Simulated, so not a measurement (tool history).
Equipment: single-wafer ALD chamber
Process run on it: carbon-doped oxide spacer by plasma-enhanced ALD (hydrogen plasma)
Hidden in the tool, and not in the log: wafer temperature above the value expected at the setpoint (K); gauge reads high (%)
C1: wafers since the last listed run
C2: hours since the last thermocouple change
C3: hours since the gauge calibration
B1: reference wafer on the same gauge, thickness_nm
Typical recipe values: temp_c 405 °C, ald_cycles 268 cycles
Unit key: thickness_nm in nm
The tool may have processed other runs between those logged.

{"run": 1, "hour": 0.0, "temp_c": 405, "ald_cycles": 268, "C1": 0, "C2": 2193.9, "C3": 166.8, "B1": 10.699, "thickness_nm": 12.605}
{"run": 2, "hour": 24.7, "temp_c": 405, "ald_cycles": 268, "C1": 30, "C2": 2218.6, "C3": 191.5, "B1": 10.69, "thickness_nm": 12.602}
{"run": 3, "hour": 48.5, "temp_c": 405, "ald_cycles": 268, "C1": 29, "C2": 2242.4, "C3": 215.3, "B1": 10.682, "thickness_nm": 12.658}
{"run": 4, "hour": 68.6, "temp_c": 405, "ald_cycles": 268, "C1": 24, "C2": 2262.5, "C3": 235.4, "B1": 10.671, "thickness_nm": 12.638}
{"run": 5, "hour": 93.8, "temp_c": 405, "ald_cycles": 268, "C1": 30, "C2": 2287.7, "C3": 260.6, "B1": 10.666, "thickness_nm": 12.578}
{"run": 6, "hour": 118.5, "temp_c": 405, "ald_cycles": 268, "C1": 30, "C2": 2312.4, "C3": 285.3, "B1": 10.641, "thickness_nm": 12.596}
{"hour": 161.4, "done": "thermocouple changed; heater temperature recalibrated"}
{"run": 7, "hour": 174.8, "temp_c": 405, "ald_cycles": 268, "C1": 59, "C2": 13.4, "C3": 341.6, "B1": 10.616, "thickness_nm": 12.538}
{"run": 8, "hour": 198.4, "temp_c": 405, "ald_cycles": 268, "C1": 28, "C2": 37.0, "C3": 365.2, "B1": 10.599, "thickness_nm": 12.533}
{"run": 9, "hour": 217.3, "temp_c": 405, "ald_cycles": 268, "C1": 23, "C2": 55.9, "C3": 384.1, "B1": 10.588, "thickness_nm": 12.487}
{"run": 10, "hour": 232.1, "temp_c": 405, "ald_cycles": 268, "C1": 18, "C2": 70.7, "C3": 398.9, "B1": 10.58, "thickness_nm": 12.501}
{"run": 11, "hour": 249.5, "temp_c": 417, "ald_cycles": 314, "C1": 21, "C2": 88.1, "C3": 416.3, "B1": 10.568, "thickness_nm": 14.117}
{"hour": 258.6, "done": "gauge calibrated"}
{"run": 12, "hour": 284.0, "temp_c": 411, "ald_cycles": 246, "C1": 42, "C2": 122.6, "C3": 25.4, "B1": 10.75, "thickness_nm": 11.419}
{"run": 13, "hour": 310.1, "temp_c": 405, "ald_cycles": 268, "C1": 31, "C2": 148.7, "C3": 51.5, "B1": 10.755, "thickness_nm": 12.688}
{"run": 14, "hour": 322.3, "temp_c": 396, "ald_cycles": 287, "C1": 14, "C2": 160.9, "C3": 63.7, "B1": 10.75, "thickness_nm": 13.789}
{"run": 15, "hour": 341.3, "temp_c": 412, "ald_cycles": 296, "C1": 23, "C2": 179.9, "C3": 82.7, "B1": 10.749, "thickness_nm": 13.808}
{"run": 16, "hour": 372.1, "temp_c": 394, "ald_cycles": 241, "C1": 37, "C2": 210.7, "C3": 113.5, "B1": 10.739, "thickness_nm": 11.598}
{"run": 17, "hour": 407.0, "temp_c": 394, "ald_cycles": 301, "C1": 42, "C2": 245.6, "C3": 148.4, "B1": 10.738, "thickness_nm": 14.419}
{"run": 18, "hour": 435.2, "temp_c": 405, "ald_cycles": 268, "C1": 34, "C2": 273.8, "C3": 176.6, "B1": 10.721, "thickness_nm": 12.677}
{"run": 19, "hour": 460.0, "temp_c": 405, "ald_cycles": 268, "C1": 30, "C2": 298.6, "C3": 201.4, "B1": 10.711, "thickness_nm": 12.653}
{"run": 20, "hour": 472.6, "temp_c": 394, "ald_cycles": 286, "C1": 15, "C2": 311.2, "C3": 214.0, "B1": 10.708, "thickness_nm": 13.673}

4 ways to go on from here, each from the tool as it stands after run 20. What would each give?
{"run": "A", "hour": 473.4, "temp_c": 405, "ald_cycles": 268, "C1": 0, "C2": 312.0, "C3": 214.8, "B1": "?", "thickness_nm": "?"}
{"run": "B", "hour": 473.4, "temp_c": 410, "ald_cycles": 301, "C1": 0, "C2": 312.0, "C3": 214.8, "B1": "?", "thickness_nm": "?"}
{"run": "C", "hour": 473.4, "temp_c": 395, "ald_cycles": 319, "C1": 0, "C2": 312.0, "C3": 214.8, "B1": "?", "thickness_nm": "?"}
{"run": "D", "hour": 473.4, "temp_c": 399, "ald_cycles": 232, "C1": 0, "C2": 312.0, "C3": 214.8, "B1": "?", "thickness_nm": "?"}

run=A B1=10.713 thickness_nm=12.642
run=B B1=10.713 thickness_nm=14.001
run=C B1=10.713 thickness_nm=15.277
run=D B1=10.713 thickness_nm=11.110
Without the tool's hidden state the same runs would have given:
run=A thickness_nm=12.628
run=B thickness_nm=13.985
run=C thickness_nm=15.260
run=D thickness_nm=11.098
